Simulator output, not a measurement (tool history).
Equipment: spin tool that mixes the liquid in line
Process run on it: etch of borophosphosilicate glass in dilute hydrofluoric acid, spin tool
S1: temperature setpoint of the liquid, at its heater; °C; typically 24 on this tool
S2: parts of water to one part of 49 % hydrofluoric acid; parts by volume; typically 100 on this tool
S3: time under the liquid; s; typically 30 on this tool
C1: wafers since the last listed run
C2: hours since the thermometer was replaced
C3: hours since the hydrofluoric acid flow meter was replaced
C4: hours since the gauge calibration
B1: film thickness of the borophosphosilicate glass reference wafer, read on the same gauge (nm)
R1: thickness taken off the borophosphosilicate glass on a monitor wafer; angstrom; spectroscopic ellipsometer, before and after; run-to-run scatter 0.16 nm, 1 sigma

{"run": 1, "day": 0.0, "S1": 24, "S2": 100, "S3": 30, "C1": 0, "C2": 710.9, "C3": 942, "C4": 126.6, "B1": 70.01, "R1": 235.8}
{"run": 2, "day": 1.975, "S1": 24, "S2": 100, "S3": 30, "C1": 600, "C2": 758.3, "C3": 989.4, "C4": 174, "B1": 69.99, "R1": 234.9}
{"day": 3.85, "done": "thermometer replaced"}
{"run": 3, "day": 4.254, "S1": 24, "S2": 100, "S3": 30, "C1": 680, "C2": 9.7, "C3": 1044.1, "C4": 228.7, "B1": 70.01, "R1": 236.3}
{"run": 4, "day": 6.692, "S1": 24, "S2": 100, "S3": 30, "C1": 741, "C2": 68.2, "C3": 1102.6, "C4": 287.2, "B1": 69.98, "R1": 237.6}
{"run": 5, "day": 9.275, "S1": 24, "S2": 125, "S3": 30, "C1": 785, "C2": 130.2, "C3": 1164.6, "C4": 349.2, "B1": 70, "R1": 181.1}
{"run": 6, "day": 11.621, "S1": 24, "S2": 125, "S3": 30, "C1": 713, "C2": 186.5, "C3": 1220.9, "C4": 405.5, "B1": 70, "R1": 179.8}
{"run": 7, "day": 25.104, "S1": 24, "S2": 100, "S3": 30, "C1": 4099, "C2": 510.1, "C3": 1544.5, "C4": 729.1, "B1": 70.01, "R1": 228.8}
{"day": 25.238, "done": "hydrofluoric acid flow meter replaced"}
{"run": 8, "day": 28.288, "S1": 24, "S2": 100, "S3": 30, "C1": 955, "C2": 586.5, "C3": 73.2, "C4": 805.5, "B1": 70.01, "R1": 249.4}
{"day": 35.525, "done": "thermometer replaced"}
{"run": 9, "day": 41.083, "S1": 24, "S2": 100, "S3": 30, "C1": 3878, "C2": 133.4, "C3": 380.3, "C4": 1112.6, "B1": 69.98, "R1": 245.3}
{"run": 10, "day": 43.104, "S1": 24, "S2": 100, "S3": 40, "C1": 614, "C2": 181.9, "C3": 428.8, "C4": 1161.1, "B1": 69.98, "R1": 327.7}
{"run": 11, "day": 46.1, "S1": 24, "S2": 100, "S3": 30, "C1": 910, "C2": 253.8, "C3": 500.7, "C4": 1233, "B1": 69.99, "R1": 240}
{"run": 12, "day": 47.612, "S1": 24, "S2": 70, "S3": 45, "C1": 459, "C2": 290.1, "C3": 537, "C4": 1269.3, "B1": 70.02, "R1": 541.3}
{"day": 51.779, "done": "gauge calibrated"}
{"run": 13, "day": 52.0, "S1": 24, "S2": 130, "S3": 45, "C1": 1334, "C2": 395.4, "C3": 642.3, "C4": 5.3, "B1": 70.02, "R1": 270.5}
{"run": 14, "day": 54.604, "S1": 21.5, "S2": 100, "S3": 30, "C1": 791, "C2": 457.9, "C3": 704.8, "C4": 67.8, "B1": 69.99, "R1": 217.8}
{"run": 15, "day": 57.054, "S1": 24, "S2": 100, "S3": 15, "C1": 744, "C2": 516.7, "C3": 763.6, "C4": 126.6, "B1": 69.97, "R1": 119.6}
{"run": 16, "day": 59.046, "S1": 20.5, "S2": 135, "S3": 30, "C1": 605, "C2": 564.5, "C3": 811.4, "C4": 174.4, "B1": 69.98, "R1": 149.7}
{"run": 17, "day": 63.471, "S1": 26.5, "S2": 130, "S3": 30, "C1": 1345, "C2": 670.7, "C3": 917.6, "C4": 280.6, "B1": 69.99, "R1": 193.5}
{"run": 18, "day": 65.288, "S1": 24, "S2": 100, "S3": 30, "C1": 552, "C2": 714.3, "C3": 961.2, "C4": 324.2, "B1": 69.99, "R1": 237.1}
{"day": 66.467, "done": "thermometer replaced"}
{"run": 19, "day": 67.325, "S1": 19.5, "S2": 125, "S3": 20, "C1": 606, "C2": 20.6, "C3": 1010.1, "C4": 373.1, "B1": 70, "R1": 103.2}
{"run": 20, "day": 68.838, "S1": 21.5, "S2": 75, "S3": 30, "C1": 459, "C2": 56.9, "C3": 1046.4, "C4": 409.4, "B1": 69.99, "R1": 296.3}
{"run": 21, "day": 71.896, "S1": 24, "S2": 100, "S3": 30, "C1": 929, "C2": 130.3, "C3": 1119.8, "C4": 482.8, "B1": 70.02, "R1": 235.7}

Some steps in R1, run to run, broken into two amounts with sign: the step expected even without the hidden condition (settings, incoming material, random variation), and the rest, left for the hidden condition together with whatever gauge scatter is not in both the measured and the hidden-condition-free result:
The tool's hidden condition here consists of: liquid colder than its thermometer reads (K); hydrofluoric acid flow below the setpoint (%); gauge reads high (%).
Run 7 -> 8: hydrofluoric acid flow meter replaced. R1 +20.6 angstrom: hidden state +20.1, all else +0.5.
Run 11 -> 12: S2 100 -> 70, S3 30 -> 45. R1 +301.3 angstrom: hidden state -8.6, all else +309.9.
Run 12 -> 13: S2 70 -> 130, gauge calibrated. R1 -270.8 angstrom: hidden state +5.5, all else -276.3.
Run 19 -> 20: S1 19.5 -> 21.5, S2 125 -> 75, S3 20 -> 30. R1 +193.1 angstrom: hidden state -10.7, all else +203.8.
